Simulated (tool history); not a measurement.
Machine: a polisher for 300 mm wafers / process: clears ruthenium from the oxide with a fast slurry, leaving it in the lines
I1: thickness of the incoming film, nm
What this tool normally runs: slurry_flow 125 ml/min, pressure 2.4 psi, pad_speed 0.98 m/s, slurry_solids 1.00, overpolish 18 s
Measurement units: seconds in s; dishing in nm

Run 1, hour 0.0: usual settings but pressure 2.6 psi, overpolish 14 s; I1 151.6. Result: seconds 52.7 s, dishing 28.3 nm.
At hour 55.4: worn pad replaced by a new one.
Run 2, hour 55.9: usual settings but pressure 2.6 psi, overpolish 14 s; I1 149.4. Result: seconds 51.2 s, dishing 29.1 nm.
At hour 68.3: slurry blender recalibrated.
Run 3, hour 118.8: usual settings; I1 150.2. Result: seconds 55.1 s, dishing 31.9 nm.
Run 4, hour 189.2: usual settings; I1 150.5. Result: seconds 58.1 s, dishing 31.8 nm.
Run 5, hour 229.7: usual settings; I1 149.3. Result: seconds 60.1 s, dishing 31.7 nm.
At hour 231.3: slurry nozzle cleaned.
At hour 249.8: worn pad replaced by a new one.
Run 6, hour 292.8: usual settings but slurry_flow 150 ml/min, pad_speed 1.14 m/s; I1 149.6. Result: seconds 49.8 s, dishing 33.7 nm.
At hour 298.7: slurry blender recalibrated.
Run 7, hour 328.5: usual settings but slurry_flow 150 ml/min, pad_speed 1.14 m/s; I1 149.4. Result: seconds 53.2 s, dishing 33.7 nm.
Run 8, hour 373.9: usual settings; I1 149.4. Result: seconds 63.2 s, dishing 29.6 nm.
Run 9, hour 414.7: usual settings; I1 151.5. Result: seconds 62.8 s, dishing 29.9 nm.
At hour 455.4: worn pad replaced by a new one, repeated, since the last time left the tool worse.
Run 10, hour 484.6: usual settings but pressure 3.0 psi; I1 153.0. Result: seconds 46.8 s, dishing 36.5 nm.
Run 11, hour 519.6: usual settings but slurry_flow 150 ml/min, pad_speed 1.14 m/s; I1 152.8. Result: seconds 46.3 s, dishing 36.3 nm.
At hour 533.7: head pressure recalibrated.
At hour 536.9: slurry blender recalibrated.
Run 12, hour 552.3: usual settings but pressure 3.1 psi, pad_speed 0.64 m/s, overpolish 11 s; I1 147.8. Result: seconds 68.4 s, dishing 19.8 nm.
At hour 609.9: worn pad replaced by a new one.
Run 13, hour 612.5: usual settings but pressure 2.8 psi, pad_speed 1.32 m/s, slurry_solids 1.15, overpolish 27 s; I1 151.4. Result: seconds 33.1 s, dishing 49.2 nm.
Run 14, hour 641.0: usual settings; I1 150.1. Result: seconds 56.8 s, dishing 32.6 nm.
At hour 644.0: slurry nozzle cleaned.
Run 15, hour 705.7: usual settings but slurry_flow 150 ml/min, pressure 3.1 psi; I1 153.1. Result: seconds 45.6 s, dishing 37.7 nm.
At hour 730.6: slurry blender recalibrated.
Run 16, hour 733.7: usual settings but slurry_flow 165 ml/min; I1 150.2. Result: seconds 55.2 s, dishing 32.0 nm.
Run 17, hour 767.3: usual settings but overpolish 10 s; I1 152.2. Result: seconds 58.6 s, dishing 20.8 nm.
At hour 786.3: worn pad replaced by a new one.
Run 18, hour 818.9: usual settings but slurry_flow 110 ml/min, pressure 2.8 psi, slurry_solids 0.80; I1 149.8. Result: seconds 56.3 s, dishing 32.0 nm.
Run 19, hour 853.1: usual settings but slurry_flow 155 ml/min, pad_speed 0.72 m/s; I1 151.5. Result: seconds 77.7 s, dishing 27.6 nm.

Alternative continuations, all from the tool just after run 19; predict every row:
Run A, hour 853.5: usual settings but pressure 2.8 psi; I1 151.6. Result: seconds ?, dishing ?.
Run B, hour 853.5: usual settings but slurry_flow 95 ml/min, pad_speed 1.24 m/s, slurry_solids 1.25; I1 151.6. Result: seconds ?, dishing ?.
Run C, hour 853.5: usual settings but slurry_solids 1.25; I1 151.6. Result: seconds ?, dishing ?.
Run D, hour 853.5: usual settings but pad_speed 0.80 m/s, slurry_solids 1.10; I1 151.6. Result: seconds ?, dishing ?.

run  seconds  dishing
  A     50.1     34.5
  B     44.1     37.0
  C     52.0     33.8
  D     67.5     28.6
With no hidden state in the tool, these same runs would have given:
run  seconds  dishing
  A     47.7     35.5
  B     42.0     38.0
  C     49.5     34.7
  D     64.2     29.6
